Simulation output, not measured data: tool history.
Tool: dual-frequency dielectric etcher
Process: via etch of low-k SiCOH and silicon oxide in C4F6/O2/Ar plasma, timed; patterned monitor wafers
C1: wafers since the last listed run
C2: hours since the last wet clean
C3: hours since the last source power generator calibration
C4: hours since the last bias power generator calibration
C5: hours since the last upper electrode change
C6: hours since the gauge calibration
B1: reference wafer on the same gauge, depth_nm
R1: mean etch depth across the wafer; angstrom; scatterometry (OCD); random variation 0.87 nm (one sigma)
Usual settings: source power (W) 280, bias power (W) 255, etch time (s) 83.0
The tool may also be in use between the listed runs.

Run 1, hour 0.0: usual settings but etch time (s) 67.0; C1 0; C2 105.3; C3 2815.3; C4 2946.8; C5 5191.8; C6 1443.5; B1 265.0. Result: R1 2033 angstrom.
Run 2, hour 83.2: usual settings but bias power (W) 237; C1 575; C2 188.5; C3 2898.5; C4 3030.0; C5 5275.0; C6 1526.7; B1 264.7. Result: R1 2467 angstrom.
Run 3, hour 360.1: usual settings but bias power (W) 237; C1 1915; C2 465.4; C3 3175.4; C4 3306.9; C5 5551.9; C6 1803.6; B1 265.2. Result: R1 2437 angstrom.
Run 4, hour 432.1: usual settings but bias power (W) 274; C1 498; C2 537.4; C3 3247.4; C4 3378.9; C5 5623.9; C6 1875.6; B1 265.0. Result: R1 2560 angstrom.
Run 5, hour 535.6: usual settings but bias power (W) 274; C1 716; C2 640.9; C3 3350.9; C4 3482.4; C5 5727.4; C6 1979.1; B1 264.7. Result: R1 2568 angstrom.
Run 6, hour 576.2: usual settings but bias power (W) 274; C1 280; C2 681.5; C3 3391.5; C4 3523.0; C5 5768.0; C6 2019.7; B1 265.3. Result: R1 2575 angstrom.
At hour 638.1: wet clean of the chamber.
Run 7, hour 669.6: usual settings but source power (W) 340, bias power (W) 293, etch time (s) 92.0; C1 480; C2 31.5; C3 3484.9; C4 3616.4; C5 5861.4; C6 2113.1; B1 265.0. Result: R1 3079 angstrom.
At hour 732.6: upper electrode replaced.
Run 8, hour 733.1: usual settings but source power (W) 330; C1 273; C2 95.0; C3 3548.4; C4 3679.9; C5 0.5; C6 2176.6; B1 264.9. Result: R1 2650 angstrom.
Run 9, hour 784.0: usual settings but bias power (W) 299, etch time (s) 61.0; C1 352; C2 145.9; C3 3599.3; C4 3730.8; C5 51.4; C6 2227.5; B1 265.2. Result: R1 1940 angstrom.
Run 10, hour 871.6: usual settings but source power (W) 330, etch time (s) 60.0; C1 606; C2 233.5; C3 3686.9; C4 3818.4; C5 139.0; C6 2315.1; B1 264.9. Result: R1 1906 angstrom.
Run 11, hour 969.3: usual settings but source power (W) 250, bias power (W) 315, etch time (s) 103.5; C1 675; C2 331.2; C3 3784.6; C4 3916.1; C5 236.7; C6 2412.8; B1 265.2. Result: R1 3255 angstrom.
Run 12, hour 1066.2: usual settings but source power (W) 340, etch time (s) 97.5; C1 670; C2 428.1; C3 3881.5; C4 4013.0; C5 333.6; C6 2509.7; B1 265.4. Result: R1 3131 angstrom.
Run 13, hour 1168.5: usual settings but source power (W) 300, etch time (s) 72.0; C1 707; C2 530.4; C3 3983.8; C4 4115.3; C5 435.9; C6 2612.0; B1 265.0. Result: R1 2233 angstrom.
Run 14, hour 1261.5: usual settings but source power (W) 320; C1 643; C2 623.4; C3 4076.8; C4 4208.3; C5 528.9; C6 2705.0; B1 264.7. Result: R1 2597 angstrom.
Run 15, hour 1313.4: usual settings but source power (W) 260, bias power (W) 213; C1 359; C2 675.3; C3 4128.7; C4 4260.2; C5 580.8; C6 2756.9; B1 265.3. Result: R1 2323 angstrom.
Run 16, hour 1356.7: usual settings but etch time (s) 107.0; C1 299; C2 718.6; C3 4172.0; C4 4303.5; C5 624.1; C6 2800.2; B1 264.8. Result: R1 3256 angstrom.
Run 17, hour 1426.4: usual settings but bias power (W) 217; C1 482; C2 788.3; C3 4241.7; C4 4373.2; C5 693.8; C6 2869.9; B1 265.1. Result: R1 2379 angstrom.
At hour 1457.2: gauge calibrated.
At hour 1507.3: wet clean of the chamber.
Run 18, hour 1532.4: usual settings; C1 567; C2 25.1; C3 4347.7; C4 4479.2; C5 799.8; C6 75.2; B1 264.9. Result: R1 2493 angstrom.
Run 19, hour 1572.2: usual settings but source power (W) 330, etch time (s) 60.0; C1 275; C2 64.9; C3 4387.5; C4 4519.0; C5 839.6; C6 115.0; B1 265.0. Result: R1 1908 angstrom.

Run 20 comes next. What will it give?
At hour 1597.6: bias power generator calibrated.
Run 20, hour 1672.2: usual settings but etch time (s) 108.0; C1 664; C2 164.9; C3 4487.5; C4 74.6; C5 939.6; C6 215.0; B1 ?. Result: R1 ?.

B1: 265.2
R1: 3314 angstrom
Without the tool's hidden state the same run would have given R1 3320 angstrom.

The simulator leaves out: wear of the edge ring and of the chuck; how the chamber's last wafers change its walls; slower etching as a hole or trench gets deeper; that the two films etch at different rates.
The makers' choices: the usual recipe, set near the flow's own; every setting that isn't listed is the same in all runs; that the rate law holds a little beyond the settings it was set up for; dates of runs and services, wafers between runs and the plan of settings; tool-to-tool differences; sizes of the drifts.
